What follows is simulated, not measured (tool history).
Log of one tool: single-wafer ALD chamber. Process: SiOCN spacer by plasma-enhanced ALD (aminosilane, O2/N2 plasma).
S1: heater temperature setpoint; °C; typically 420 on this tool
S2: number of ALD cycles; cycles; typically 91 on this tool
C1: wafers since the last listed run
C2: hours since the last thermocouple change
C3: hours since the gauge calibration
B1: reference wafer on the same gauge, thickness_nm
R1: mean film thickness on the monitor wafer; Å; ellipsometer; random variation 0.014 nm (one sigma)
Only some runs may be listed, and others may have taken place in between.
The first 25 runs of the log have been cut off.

{"run": 26, "hour": 676.4, "S1": 420, "S2": 82, "C1": 30, "C2": 52.3, "C3": 375.5, "B1": 5.072, "R1": 47.54}
{"run": 27, "hour": 702.4, "S1": 420, "S2": 91, "C1": 46, "C2": 78.3, "C3": 401.5, "B1": 5.069, "R1": 52.86}
{"run": 28, "hour": 721.3, "S1": 414, "S2": 91, "C1": 34, "C2": 97.2, "C3": 420.4, "B1": 5.071, "R1": 53.7}
{"run": 29, "hour": 755.3, "S1": 415, "S2": 104, "C1": 61, "C2": 131.2, "C3": 454.4, "B1": 5.07, "R1": 61.24}
{"run": 30, "hour": 782.4, "S1": 431, "S2": 76, "C1": 48, "C2": 158.3, "C3": 481.5, "B1": 5.069, "R1": 42.41}
{"run": 31, "hour": 795.4, "S1": 420, "S2": 109, "C1": 23, "C2": 171.3, "C3": 494.5, "B1": 5.072, "R1": 63.1}
{"run": 32, "hour": 825.8, "S1": 408, "S2": 91, "C1": 54, "C2": 201.7, "C3": 524.9, "B1": 5.071, "R1": 54.94}
{"run": 33, "hour": 844.8, "S1": 420, "S2": 91, "C1": 34, "C2": 220.7, "C3": 543.9, "B1": 5.068, "R1": 52.43}
{"run": 34, "hour": 877.6, "S1": 420, "S2": 91, "C1": 59, "C2": 253.5, "C3": 576.7, "B1": 5.071, "R1": 52.75}
{"run": 35, "hour": 892.1, "S1": 420, "S2": 91, "C1": 26, "C2": 268, "C3": 591.2, "B1": 5.069, "R1": 52.57}
{"run": 36, "hour": 908.1, "S1": 412, "S2": 107, "C1": 28, "C2": 284, "C3": 607.2, "B1": 5.07, "R1": 63.29}
{"run": 37, "hour": 942.7, "S1": 410, "S2": 106, "C1": 62, "C2": 318.6, "C3": 641.8, "B1": 5.07, "R1": 63.3}

Here are 4 independent what-if runs from the current tool condition. What would each one return?
{"run": "A", "hour": 943.3, "S1": 433, "S2": 91, "C1": 1, "C2": 319.2, "C3": 642.4, "B1": "?", "R1": "?"}
{"run": "B", "hour": 943.3, "S1": 428, "S2": 77, "C1": 1, "C2": 319.2, "C3": 642.4, "B1": "?", "R1": "?"}
{"run": "C", "hour": 943.3, "S1": 427, "S2": 99, "C1": 1, "C2": 319.2, "C3": 642.4, "B1": "?", "R1": "?"}
{"run": "D", "hour": 943.3, "S1": 420, "S2": 103, "C1": 1, "C2": 319.2, "C3": 642.4, "B1": "?", "R1": "?"}

run=A B1=5.072 R1=50.53
run=B B1=5.072 R1=43.51
run=C B1=5.072 R1=56.14
run=D B1=5.072 R1=59.82
Without the tool's unlogged condition, the same runs would have read:
run=A R1=50.49
run=B R1=43.48
run=C R1=56.09
run=D R1=59.78

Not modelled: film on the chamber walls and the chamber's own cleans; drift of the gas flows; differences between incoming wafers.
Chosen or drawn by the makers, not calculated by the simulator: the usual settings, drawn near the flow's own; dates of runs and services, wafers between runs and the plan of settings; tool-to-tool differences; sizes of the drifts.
